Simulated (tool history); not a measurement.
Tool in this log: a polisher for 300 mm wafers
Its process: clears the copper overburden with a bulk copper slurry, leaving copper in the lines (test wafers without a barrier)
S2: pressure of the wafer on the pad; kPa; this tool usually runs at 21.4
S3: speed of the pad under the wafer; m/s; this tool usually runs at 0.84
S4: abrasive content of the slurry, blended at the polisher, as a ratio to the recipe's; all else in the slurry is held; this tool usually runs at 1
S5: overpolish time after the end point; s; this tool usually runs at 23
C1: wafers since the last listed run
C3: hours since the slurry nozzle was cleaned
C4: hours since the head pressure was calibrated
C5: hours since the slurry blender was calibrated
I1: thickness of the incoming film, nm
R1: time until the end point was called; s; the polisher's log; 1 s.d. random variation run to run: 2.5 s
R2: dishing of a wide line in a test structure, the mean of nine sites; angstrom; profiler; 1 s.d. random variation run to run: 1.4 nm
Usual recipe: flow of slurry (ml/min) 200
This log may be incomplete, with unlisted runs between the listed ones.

run 1 day=0 | flow_of_slurry_(ml/min)=200 S2=21.4 S3=0.84 S4=1 S5=23 | C1=0 wafers_polished_on_this_pad=1579 C3=394.6 C4=328.5 C5=79.2 | I1=977 | R1=142.4 R2=960
run 2 day=1.479 | flow_of_slurry_(ml/min)=200 S2=21.4 S3=0.84 S4=1 S5=23 | C1=170 wafers_polished_on_this_pad=1750 C3=430.1 C4=364 C5=114.7 | I1=987.3 | R1=138.3 R2=973
-- day=1.783 worn pad replaced by a new one
run 3 day=2.508 | flow_of_slurry_(ml/min)=200 S2=21.4 S3=0.84 S4=1 S5=23 | C1=99 wafers_polished_on_this_pad=83 C3=454.8 C4=388.7 C5=139.4 | I1=983.9 | R1=136.2 R2=941
run 4 day=3.608 | flow_of_slurry_(ml/min)=200 S2=21.4 S3=0.84 S4=1 S5=23 | C1=127 wafers_polished_on_this_pad=210 C3=481.2 C4=415.1 C5=165.8 | I1=975.4 | R1=138.5 R2=931
-- day=4.696 slurry nozzle cleaned
run 5 day=5.654 | flow_of_slurry_(ml/min)=200 S2=21.4 S3=0.84 S4=1 S5=23 | C1=231 wafers_polished_on_this_pad=442 C3=23 C4=464.2 C5=214.9 | I1=983 | R1=140.4 R2=964
run 6 day=7.988 | flow_of_slurry_(ml/min)=200 S2=24.1 S3=0.84 S4=1 S5=23 | C1=269 wafers_polished_on_this_pad=711 C3=79 C4=520.2 C5=270.9 | I1=983.9 | R1=129.9 R2=1037
-- day=12.754 slurry blender recalibrated
run 7 day=15.712 | flow_of_slurry_(ml/min)=200 S2=21.4 S3=0.84 S4=1.05 S5=23 | C1=882 wafers_polished_on_this_pad=1594 C3=264.4 C4=705.6 C5=71 | I1=960.9 | R1=135.5 R2=955
run 8 day=16.792 | flow_of_slurry_(ml/min)=200 S2=21.4 S3=0.84 S4=1.05 S5=23 | C1=124 wafers_polished_on_this_pad=1719 C3=290.3 C4=731.5 C5=96.9 | I1=981.5 | R1=137.6 R2=942
-- day=18.971 worn pad replaced by a new one
run 9 day=18.992 | flow_of_slurry_(ml/min)=200 S2=21.4 S3=0.84 S4=1 S5=23 | C1=234 wafers_polished_on_this_pad=2 C3=343.1 C4=784.3 C5=149.7 | I1=981.4 | R1=146.2 R2=931
run 10 day=20.117 | flow_of_slurry_(ml/min)=200 S2=21.4 S3=0.84 S4=1 S5=36 | C1=129 wafers_polished_on_this_pad=132 C3=370.1 C4=811.3 C5=176.7 | I1=967.7 | R1=145.4 R2=1204
run 11 day=22.721 | flow_of_slurry_(ml/min)=200 S2=21.4 S3=0.84 S4=1.3 S5=19 | C1=300 wafers_polished_on_this_pad=433 C3=432.6 C4=873.8 C5=239.2 | I1=992 | R1=132.4 R2=876
run 12 day=23.996 | flow_of_slurry_(ml/min)=200 S2=24.8 S3=0.84 S4=1 S5=28 | C1=147 wafers_polished_on_this_pad=580 C3=463.2 C4=904.4 C5=269.8 | I1=987.2 | R1=140.3 R2=1123
-- day=26.204 slurry nozzle cleaned
run 13 day=26.446 | flow_of_slurry_(ml/min)=180 S2=21.4 S3=0.84 S4=1 S5=27 | C1=278 wafers_polished_on_this_pad=858 C3=5.8 C4=963.2 C5=328.6 | I1=961.3 | R1=149.7 R2=991
-- day=27.767 slurry blender recalibrated
run 14 day=27.796 | flow_of_slurry_(ml/min)=130 S2=16.5 S3=0.84 S4=1 S5=23 | C1=146 wafers_polished_on_this_pad=1005 C3=38.2 C4=995.6 C5=0.7 | I1=978.1 | R1=182 R2=782
-- day=28.675 head pressure recalibrated
run 15 day=30.662 | flow_of_slurry_(ml/min)=245 S2=21.4 S3=0.96 S4=1 S5=23 | C1=321 wafers_polished_on_this_pad=1326 C3=107 C4=47.7 C5=69.5 | I1=970 | R1=118.7 R2=1052
run 16 day=33.396 | flow_of_slurry_(ml/min)=200 S2=21.4 S3=0.84 S4=1 S5=23 | C1=315 wafers_polished_on_this_pad=1642 C3=172.6 C4=113.3 C5=135.1 | I1=985 | R1=139.1 R2=985
run 17 day=35.317 | flow_of_slurry_(ml/min)=200 S2=21.4 S3=0.84 S4=1 S5=23 | C1=221 wafers_polished_on_this_pad=1864 C3=218.7 C4=159.4 C5=181.2 | I1=982.7 | R1=138.9 R2=942
-- day=36.154 worn pad replaced by a new one
run 18 day=37.412 | flow_of_slurry_(ml/min)=180 S2=21.4 S3=0.84 S4=1 S5=23 | C1=222 wafers_polished_on_this_pad=145 C3=269 C4=209.7 C5=231.5 | I1=974 | R1=139.4 R2=965
run 19 day=40.35 | flow_of_slurry_(ml/min)=230 S2=21.4 S3=0.84 S4=1.25 S5=23 | C1=339 wafers_polished_on_this_pad=485 C3=339.5 C4=280.2 C5=302 | I1=986.1 | R1=126 R2=1018
run 20 day=42.204 | flow_of_slurry_(ml/min)=200 S2=21.4 S3=0.84 S4=1 S5=28 | C1=214 wafers_polished_on_this_pad=699 C3=384 C4=324.7 C5=346.5 | I1=977.5 | R1=135.5 R2=1086
-- day=44.383 slurry blender recalibrated
run 21 day=45.1 | flow_of_slurry_(ml/min)=155 S2=23.4 S3=0.66 S4=0.8 S5=23 | C1=324 wafers_polished_on_this_pad=1024 C3=453.5 C4=394.2 C5=17.2 | I1=975.1 | R1=167.4 R2=836
run 22 day=47.604 | flow_of_slurry_(ml/min)=250 S2=23.4 S3=0.7 S4=1.25 S5=23 | C1=289 wafers_polished_on_this_pad=1313 C3=513.6 C4=454.3 C5=77.3 | I1=968.6 | R1=134.8 R2=967
run 23 day=49.062 | flow_of_slurry_(ml/min)=200 S2=21.4 S3=0.84 S4=1 S5=29 | C1=168 wafers_polished_on_this_pad=1482 C3=548.6 C4=489.3 C5=112.3 | I1=972.6 | R1=137.3 R2=1074
-- day=50.525 slurry nozzle cleaned
run 24 day=51.392 | flow_of_slurry_(ml/min)=200 S2=25.5 S3=0.84 S4=1.3 S5=10 | C1=264 wafers_polished_on_this_pad=1746 C3=20.8 C4=545.2 C5=168.2 | I1=997.3 | R1=116.7 R2=595
run 25 day=52.683 | flow_of_slurry_(ml/min)=200 S2=21.4 S3=0.84 S4=1 S5=23 | C1=149 wafers_polished_on_this_pad=1895 C3=51.8 C4=576.2 C5=199.2 | I1=970.3 | R1=140.7 R2=957
-- day=53.479 worn pad replaced by a new one
run 26 day=54.338 | flow_of_slurry_(ml/min)=200 S2=24.8 S3=0.84 S4=1 S5=11 | C1=171 wafers_polished_on_this_pad=99 C3=91.5 C4=615.9 C5=238.9 | I1=987.8 | R1=129.5 R2=583
run 27 day=56.221 | flow_of_slurry_(ml/min)=140 S2=24.1 S3=0.84 S4=1 S5=28 | C1=217 wafers_polished_on_this_pad=316 C3=136.7 C4=661.1 C5=284.1 | I1=990.6 | R1=136.7 R2=1111

The same runs without the tool's hidden state, with the same run-to-run variation:
Hidden conditions of the tool in this case: removal rate lost through wear of the pad, %; slurry flow missing at the pad, %; deviation of the head's pressure from its setpoint, %; abrasive missing from the slurry, %.
run=1 R1=140.5 R2=971
run=2 R1=136.1 R2=986
run=3 R1=133.8 R2=955
run=4 R1=135.9 R2=946
run=5 R1=137.2 R2=983
run=6 R1=126.3 R2=1060
run=7 R1=129.1 R2=993
run=8 R1=130.7 R2=982
run=9 R1=137.9 R2=977
run=10 R1=136.6 R2=1261
run=11 R1=123.2 R2=930
run=12 R1=130 R2=1192
run=13 R1=137.2 R2=1062
run=14 R1=165.9 R2=846
run=15 R1=119.1 R2=1049
run=16 R1=139.4 R2=983
run=17 R1=139 R2=941
run=18 R1=139.4 R2=965
run=19 R1=125.6 R2=1021
run=20 R1=134.8 R2=1091
run=21 R1=165.7 R2=843
run=22 R1=132.9 R2=979
run=23 R1=135 R2=1088
run=24 R1=114.2 R2=607
run=25 R1=137.2 R2=977
run=26 R1=125.7 R2=598
run=27 R1=132.1 R2=1141
